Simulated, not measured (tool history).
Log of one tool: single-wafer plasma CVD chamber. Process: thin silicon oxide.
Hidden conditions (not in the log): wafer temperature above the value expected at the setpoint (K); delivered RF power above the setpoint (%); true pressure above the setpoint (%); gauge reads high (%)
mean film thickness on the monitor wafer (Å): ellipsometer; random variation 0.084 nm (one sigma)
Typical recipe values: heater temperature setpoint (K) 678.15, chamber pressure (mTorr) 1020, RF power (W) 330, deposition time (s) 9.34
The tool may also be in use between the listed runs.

| run | day | heater temperature setpoint (K) | chamber pressure (mTorr) | RF power (W) | deposition time (s) | wafers since the last listed run | hours since the last thermocouple change | hours since the last RF generator calibration | hours since the last manometer calibration | hours since the showerhead was replaced | hours since the gauge calibration | read-back reference wafer on the same gauge, thickness_nm | mean film thickness on the monitor wafer (Å) |
|---|---|---|---|---|---|---|---|---|---|---|---|---|---|
| 1 | 0 | 678.15 | 1020 | 330 | 9.34 | 0 | 650.1 | 1452.7 | 1307.5 | 2955.3 | 2308 | 21.262 | 207.95 |
| 2 | 2.517 | 678.15 | 1020 | 330 | 9.34 | 1738 | 710.5 | 1513.1 | 1367.9 | 3015.7 | 2368.4 | 21.331 | 208.6 |
| 3 | 4.304 | 678.15 | 1020 | 375 | 9.34 | 1234 | 753.4 | 1556 | 1410.8 | 3058.6 | 2411.3 | 21.343 | 220.75 |
|  | 7.425 | gauge calibrated |
| 4 | 8.221 | 678.15 | 1020 | 375 | 9.34 | 2705 | 847.4 | 1650 | 1504.8 | 3152.6 | 19.1 | 21.295 | 220.93 |
| 5 | 11.304 | 678.15 | 1020 | 330 | 9.34 | 2130 | 921.4 | 1724 | 1578.8 | 3226.6 | 93.1 | 21.341 | 205.82 |
|  | 12.846 | thermocouple changed; heater temperature recalibrated |
| 6 | 14.05 | 683.15 | 1020 | 330 | 9.34 | 1666 | 28.9 | 1789.9 | 1644.7 | 3292.5 | 159 | 21.29 | 208.16 |
| 7 | 15.992 | 678.15 | 1020 | 330 | 9.34 | 1341 | 75.5 | 1836.5 | 1691.3 | 3339.1 | 205.6 | 21.32 | 209.2 |
| 8 | 19.921 | 692.15 | 1020 | 330 | 9.34 | 2714 | 169.8 | 1930.8 | 1785.6 | 3433.4 | 299.9 | 21.275 | 206.47 |
| 9 | 24.138 | 683.15 | 1020 | 385 | 10.9 | 2913 | 271 | 2032 | 1886.8 | 3534.6 | 401.1 | 21.292 | 259.6 |
| 10 | 26.967 | 667.15 | 1020 | 380 | 7.67 | 1954 | 338.9 | 2099.9 | 1954.7 | 3602.5 | 469 | 21.306 | 184.37 |
|  | 28.296 | RF generator calibrated |
|  | 30.012 | capacitance manometer re-zeroed and calibrated |
|  | 37.138 | showerhead replaced |
| 11 | 37.429 | 690.15 | 840 | 365 | 9.34 | 6537 | 590 | 219.2 | 178 | 7 | 720.1 | 21.288 | 185.2 |
| 12 | 41.154 | 678.15 | 1020 | 330 | 9.34 | 2573 | 679.4 | 308.6 | 267.4 | 96.4 | 809.5 | 21.274 | 208.36 |
| 13 | 44.696 | 678.15 | 940 | 330 | 9.34 | 2446 | 764.4 | 393.6 | 352.4 | 181.4 | 894.5 | 21.255 | 195.49 |
|  | 47.717 | thermocouple changed; heater temperature recalibrated |
| 14 | 47.738 | 678.15 | 1020 | 330 | 10.13 | 1871 | 0.5 | 466.6 | 425.4 | 254.4 | 967.5 | 21.273 | 225.89 |
| 15 | 49.538 | 668.15 | 1020 | 330 | 9.34 | 1243 | 43.7 | 509.8 | 468.6 | 297.6 | 1010.7 | 21.3 | 209.45 |
| 16 | 52.717 | 678.15 | 880 | 330 | 7.65 | 2196 | 120 | 586.1 | 544.9 | 373.9 | 1087 | 21.294 | 151.05 |
| 17 | 54.696 | 688.15 | 900 | 375 | 9.34 | 1367 | 167.5 | 633.6 | 592.4 | 421.4 | 1134.5 | 21.277 | 199.09 |
| 18 | 58.658 | 687.15 | 1170 | 385 | 10.22 | 2737 | 262.6 | 728.7 | 687.5 | 516.5 | 1229.6 | 21.299 | 269.65 |
| 19 | 60.45 | 678.15 | 1020 | 330 | 9.34 | 1237 | 305.6 | 771.7 | 730.5 | 559.5 | 1272.6 | 21.295 | 207.44 |
| 20 | 63.712 | 678.15 | 1020 | 330 | 9.34 | 2254 | 383.9 | 850 | 808.8 | 637.8 | 1350.9 | 21.312 | 207.63 |
| 21 | 66.642 | 678.15 | 1270 | 305 | 9.34 | 2023 | 454.2 | 920.3 | 879.1 | 708.1 | 1421.2 | 21.308 | 228.66 |
| 22 | 68.262 | 692.15 | 1170 | 270 | 8.22 | 1119 | 493.1 | 959.2 | 918 | 747 | 1460.1 | 21.354 | 176.85 |
| 23 | 70.204 | 678.15 | 1020 | 330 | 9.34 | 1341 | 539.7 | 1005.8 | 964.6 | 793.6 | 1506.7 | 21.32 | 206.5 |
| 24 | 74.079 | 678.15 | 1120 | 330 | 9.34 | 2677 | 632.7 | 1098.8 | 1057.6 | 886.6 | 1599.7 | 21.301 | 220.95 |
| 25 | 83.033 | 682.15 | 1020 | 380 | 7.95 | 6186 | 847.6 | 1313.7 | 1272.5 | 1101.5 | 1814.6 | 21.303 | 188.15 |
|  | 84.3 | thermocouple changed; heater temperature recalibrated |
| 26 | 85.867 | 674.15 | 1150 | 355 | 10.2 | 1727 | 37.6 | 1381.7 | 1340.5 | 1169.5 | 1882.6 | 21.258 | 257.32 |
| 27 | 88.233 | 678.15 | 1020 | 330 | 9.34 | 1635 | 94.4 | 1438.5 | 1397.3 | 1226.3 | 1939.4 | 21.301 | 208.3 |

Here are 5 independent what-if runs from the current tool condition. What would each one return?
| A | 88.25 | 678.15 | 1020 | 330 | 9.34 | 11 | 94.8 | 1438.9 | 1397.7 | 1226.7 | 1939.8 | ? | ? |
| B | 88.25 | 678.15 | 1090 | 275 | 9.34 | 11 | 94.8 | 1438.9 | 1397.7 | 1226.7 | 1939.8 | ? | ? |
| C | 88.25 | 663.15 | 1020 | 330 | 9.34 | 11 | 94.8 | 1438.9 | 1397.7 | 1226.7 | 1939.8 | ? | ? |
| D | 88.25 | 678.15 | 1020 | 310 | 9.34 | 11 | 94.8 | 1438.9 | 1397.7 | 1226.7 | 1939.8 | ? | ? |
| E | 88.25 | 674.15 | 940 | 285 | 8.36 | 11 | 94.8 | 1438.9 | 1397.7 | 1226.7 | 1939.8 | ? | ? |

| run | read-back reference wafer on the same gauge, thickness_nm | mean film thickness on the monitor wafer (Å) |
|---|---|---|
| A | 21.283 | 208.5 |
| B | 21.283 | 195.77 |
| C | 21.283 | 210.31 |
| D | 21.283 | 201.48 |
| E | 21.283 | 161.36 |
With the hidden condition removed and each run's random variation left untouched, the same runs would have given:
| run | mean film thickness on the monitor wafer (Å) |
|---|---|
| A | 208.5 |
| B | 195.77 |
| C | 210.31 |
| D | 201.48 |
| E | 161.36 |
